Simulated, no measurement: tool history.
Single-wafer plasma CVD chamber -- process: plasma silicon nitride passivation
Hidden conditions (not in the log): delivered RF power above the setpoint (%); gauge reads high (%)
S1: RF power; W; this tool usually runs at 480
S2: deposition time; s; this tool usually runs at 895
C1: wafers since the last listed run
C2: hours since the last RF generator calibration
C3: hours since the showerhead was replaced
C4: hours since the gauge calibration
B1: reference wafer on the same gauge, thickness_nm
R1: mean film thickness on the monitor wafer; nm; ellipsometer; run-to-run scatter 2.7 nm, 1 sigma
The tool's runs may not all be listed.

Run 1, hour 0: usual settings but S2 990 s; C1 0; C2 1060.4; C3 2231.2; C4 553.1; B1 1339.417. Result: R1 1447.069 nm.
Run 2, hour 139: usual settings but S2 990 s; C1 325; C2 1199.4; C3 2370.2; C4 692.1; B1 1340.202. Result: R1 1443.642 nm.
Run 3, hour 199.3: usual settings but S2 990 s; C1 141; C2 1259.7; C3 2430.5; C4 752.4; B1 1339.805. Result: R1 1444.028 nm.
At hour 202.3: gauge calibrated.
Run 4, hour 232.3: usual settings; C1 77; C2 1292.7; C3 2463.5; C4 30; B1 1339.028. Result: R1 1309.924 nm.
Run 5, hour 298.3: usual settings; C1 154; C2 1358.7; C3 2529.5; C4 96; B1 1339.418. Result: R1 1305.838 nm.
Run 6, hour 330.2: usual settings; C1 74; C2 1390.6; C3 2561.4; C4 127.9; B1 1340.044. Result: R1 1304.383 nm.
Run 7, hour 370.8: usual settings but S1 450 W, S2 766 s; C1 95; C2 1431.2; C3 2602; C4 168.5; B1 1339.722. Result: R1 1095.948 nm.
Run 8, hour 447.4: usual settings but S1 450 W, S2 766 s; C1 179; C2 1507.8; C3 2678.6; C4 245.1; B1 1339.778. Result: R1 1091.866 nm.
Run 9, hour 500.4: usual settings; C1 124; C2 1560.8; C3 2731.6; C4 298.1; B1 1340.7. Result: R1 1302.834 nm.
Run 10, hour 536: usual settings; C1 83; C2 1596.4; C3 2767.2; C4 333.7; B1 1340.516. Result: R1 1307.122 nm.
Run 11, hour 563.9: usual settings; C1 65; C2 1624.3; C3 2795.1; C4 361.6; B1 1339.287. Result: R1 1308.016 nm.
Run 12, hour 598.2: usual settings; C1 80; C2 1658.6; C3 2829.4; C4 395.9; B1 1338.969. Result: R1 1308.472 nm.
Run 13, hour 667.2: usual settings; C1 161; C2 1727.6; C3 2898.4; C4 464.9; B1 1340.682. Result: R1 1309.181 nm.
Run 14, hour 726.5: usual settings but S1 540 W; C1 139; C2 1786.9; C3 2957.7; C4 524.2; B1 1340.624. Result: R1 1359.96 nm.
At hour 760.5: showerhead replaced.
At hour 772.8: RF generator calibrated.
Run 15, hour 784.5: usual settings but S2 1010 s; C1 98; C2 11.7; C3 24; C4 582.2; B1 1340.521. Result: R1 1507.672 nm.
Run 16, hour 816.2: usual settings but S1 515 W, S2 967 s; C1 74; C2 43.4; C3 55.7; C4 613.9; B1 1339.426. Result: R1 1474.182 nm.
Run 17, hour 863.6: usual settings; C1 111; C2 90.8; C3 103.1; C4 661.3; B1 1339.402. Result: R1 1326.672 nm.
Run 18, hour 906.1: usual settings but S1 420 W, S2 762 s; C1 99; C2 133.3; C3 145.6; C4 703.8; B1 1340.143. Result: R1 1076.345 nm.
Run 19, hour 976.6: usual settings; C1 165; C2 203.8; C3 216.1; C4 774.3; B1 1339.462. Result: R1 1323.384 nm.
Run 20, hour 1039.7: usual settings; C1 147; C2 266.9; C3 279.2; C4 837.4; B1 1340.03. Result: R1 1323.675 nm.
Run 21, hour 1101.1: usual settings but S1 405 W; C1 143; C2 328.3; C3 340.6; C4 898.8; B1 1339.544. Result: R1 1238.727 nm.
At hour 1115.5: gauge calibrated.
Run 22, hour 1133: usual settings but S1 440 W, S2 1055 s; C1 74; C2 360.2; C3 372.5; C4 17.5; B1 1339.972. Result: R1 1508.398 nm.
Run 23, hour 1162.4: usual settings but S1 420 W, S2 762 s; C1 68; C2 389.6; C3 401.9; C4 46.9; B1 1339.417. Result: R1 1075.318 nm.
Run 24, hour 1226.9: usual settings but S2 746 s; C1 151; C2 454.1; C3 466.4; C4 111.4; B1 1339.639. Result: R1 1097.592 nm.
Run 25, hour 1269.6: usual settings but S1 445 W, S2 1064 s; C1 100; C2 496.8; C3 509.1; C4 154.1; B1 1339.733. Result: R1 1524.808 nm.
Run 26, hour 1311.1: usual settings but S1 570 W, S2 745 s; C1 97; C2 538.3; C3 550.6; C4 195.6; B1 1339.392. Result: R1 1164.294 nm.
Run 27, hour 1354.6: usual settings but S1 565 W; C1 102; C2 581.8; C3 594.1; C4 239.1; B1 1341.281. Result: R1 1396.174 nm.
Run 28, hour 1485.7: usual settings but S1 530 W, S2 1001 s; C1 307; C2 712.9; C3 725.2; C4 370.2; B1 1339.855. Result: R1 1517.246 nm.
Run 29, hour 1528.6: usual settings; C1 100; C2 755.8; C3 768.1; C4 413.1; B1 1340.779. Result: R1 1310.181 nm.
Run 30, hour 1561.2: usual settings but S1 545 W; C1 76; C2 788.4; C3 800.7; C4 445.7; B1 1340.53. Result: R1 1365.557 nm.
Run 31, hour 1590.2: usual settings; C1 68; C2 817.4; C3 829.7; C4 474.7; B1 1339.736. Result: R1 1310.575 nm.

Forecast each of these 3 alternatives for the next run:
Run A, hour 1590.8: usual settings; C1 1; C2 818; C3 830.3; C4 475.3; B1 ?. Result: R1 ?.
Run B, hour 1590.8: usual settings but S1 400 W, S2 975 s; C1 1; C2 818; C3 830.3; C4 475.3; B1 ?. Result: R1 ?.
Run C, hour 1590.8: usual settings but S1 410 W; C1 1; C2 818; C3 830.3; C4 475.3; B1 ?. Result: R1 ?.

run        B1        R1
  A  1339.423  1311.671
  B  1339.423  1337.414
  C  1339.423   1238.92
Without the tool's unlogged condition, the same runs would have read:
run        R1
  A  1341.595
  B  1367.925
  C  1267.184

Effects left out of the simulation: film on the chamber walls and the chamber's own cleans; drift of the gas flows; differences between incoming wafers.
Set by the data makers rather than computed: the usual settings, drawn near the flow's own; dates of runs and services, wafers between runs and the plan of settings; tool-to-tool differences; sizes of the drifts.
